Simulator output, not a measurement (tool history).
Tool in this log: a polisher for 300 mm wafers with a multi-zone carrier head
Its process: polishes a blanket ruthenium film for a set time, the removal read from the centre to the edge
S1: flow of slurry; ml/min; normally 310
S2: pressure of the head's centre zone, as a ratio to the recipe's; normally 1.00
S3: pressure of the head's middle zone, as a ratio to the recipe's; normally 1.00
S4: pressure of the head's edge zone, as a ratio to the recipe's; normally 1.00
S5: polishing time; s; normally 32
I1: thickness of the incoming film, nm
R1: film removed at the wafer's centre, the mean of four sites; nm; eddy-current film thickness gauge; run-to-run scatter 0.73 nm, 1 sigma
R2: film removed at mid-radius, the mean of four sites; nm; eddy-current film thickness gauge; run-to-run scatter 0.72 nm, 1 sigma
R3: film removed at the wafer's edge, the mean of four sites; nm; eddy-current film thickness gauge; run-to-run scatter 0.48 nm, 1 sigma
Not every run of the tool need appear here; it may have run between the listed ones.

Run 1, hour 0.0: usual settings but S1 260 ml/min; I1 456.6. Result: R1 50.5 nm, R2 48.2 nm, R3 49.0 nm.
Run 2, hour 69.4: usual settings but S1 260 ml/min; I1 453.9. Result: R1 50.5 nm, R2 50.7 nm, R3 49.8 nm.
Run 3, hour 129.1: usual settings but S1 260 ml/min; I1 455.9. Result: R1 51.4 nm, R2 50.3 nm, R3 49.0 nm.
At hour 157.8: worn pad replaced by a new one.
Run 4, hour 197.1: usual settings; I1 467.5. Result: R1 53.7 nm, R2 51.3 nm, R3 50.0 nm.
Run 5, hour 302.1: usual settings but S1 355 ml/min; I1 454.4. Result: R1 54.1 nm, R2 51.4 nm, R3 49.7 nm.
Run 6, hour 358.0: usual settings but S1 355 ml/min; I1 456.7. Result: R1 54.0 nm, R2 49.9 nm, R3 50.4 nm.
Run 7, hour 404.5: usual settings; I1 468.5. Result: R1 54.0 nm, R2 50.7 nm, R3 49.8 nm.
At hour 468.0: worn pad replaced by a new one.
Run 8, hour 479.7: usual settings; I1 463.8. Result: R1 55.3 nm, R2 52.1 nm, R3 49.5 nm.
At hour 495.6: slurry nozzle cleaned.
At hour 513.7: centre zone pressure recalibrated.
Run 9, hour 564.8: usual settings; I1 457.9. Result: R1 52.1 nm, R2 51.6 nm, R3 49.9 nm.
At hour 632.5: carrier head's membrane replaced by a new one.
At hour 638.9: edge zone pressure recalibrated.
Run 10, hour 646.1: usual settings; I1 459.0. Result: R1 50.8 nm, R2 52.0 nm, R3 49.5 nm.
Run 11, hour 712.8: usual settings but S1 405 ml/min, S2 1.08, S3 1.05, S4 0.91; I1 460.0. Result: R1 54.8 nm, R2 54.3 nm, R3 49.5 nm.
Run 12, hour 768.5: usual settings but S1 210 ml/min, S3 0.95, S4 1.11; I1 461.1. Result: R1 49.1 nm, R2 46.8 nm, R3 50.8 nm.
At hour 787.3: worn pad replaced by a new one.
Run 13, hour 870.2: usual settings; I1 461.1. Result: R1 51.1 nm, R2 50.5 nm, R3 49.4 nm.
Run 14, hour 919.1: usual settings but S1 370 ml/min, S3 0.92; I1 458.2. Result: R1 52.5 nm, R2 48.2 nm, R3 50.4 nm.
Run 15, hour 1008.5: usual settings but S1 340 ml/min, S2 1.05, S4 1.08; I1 457.4. Result: R1 53.6 nm, R2 49.9 nm, R3 50.7 nm.
At hour 1054.7: worn pad replaced by a new one.
Run 16, hour 1115.3: usual settings but S1 405 ml/min, S3 1.04, S5 26 s; I1 461.3. Result: R1 44.9 nm, R2 43.6 nm, R3 40.5 nm.
At hour 1131.3: slurry nozzle cleaned.
Run 17, hour 1171.7: usual settings but S2 0.89; I1 451.0. Result: R1 49.5 nm, R2 51.5 nm, R3 49.1 nm.
Run 18, hour 1271.7: usual settings but S3 1.09; I1 454.3. Result: R1 53.5 nm, R2 54.0 nm, R3 49.2 nm.
Run 19, hour 1324.4: usual settings but S2 1.04, S4 0.97; I1 462.5. Result: R1 54.3 nm, R2 49.8 nm, R3 49.5 nm.
Run 20, hour 1392.7: usual settings; I1 457.9. Result: R1 53.8 nm, R2 50.3 nm, R3 49.8 nm.
At hour 1405.7: worn pad replaced by a new one.
Run 21, hour 1442.8: usual settings; I1 451.9. Result: R1 54.8 nm, R2 51.6 nm, R3 49.1 nm.
Run 22, hour 1498.1: usual settings; I1 463.4. Result: R1 55.3 nm, R2 51.2 nm, R3 49.1 nm.

What if the next run were any one of these 4? Each begins from the tool's condition after run 22:
Run A, hour 1498.5: usual settings; I1 460.7. Result: R1 ?, R2 ?, R3 ?.
Run B, hour 1498.5: usual settings but S3 1.09, S4 0.92; I1 460.7. Result: R1 ?, R2 ?, R3 ?.
Run C, hour 1498.5: usual settings but S2 0.93; I1 460.7. Result: R1 ?, R2 ?, R3 ?.
Run D, hour 1498.5: usual settings but S1 200 ml/min; I1 460.7. Result: R1 ?, R2 ?, R3 ?.

run    R1    R2    R3
  A  52.9  51.5  50.8
  B  52.9  54.6  48.8
  C  50.5  51.6  50.8
  D  50.2  49.2  49.0
With the hidden condition removed and each run's random variation left untouched, the same runs would have given:
run    R1    R2    R3
  A  48.8  51.6  50.8
  B  48.9  54.6  48.8
  C  46.7  51.6  50.8
  D  46.4  49.2  49.0
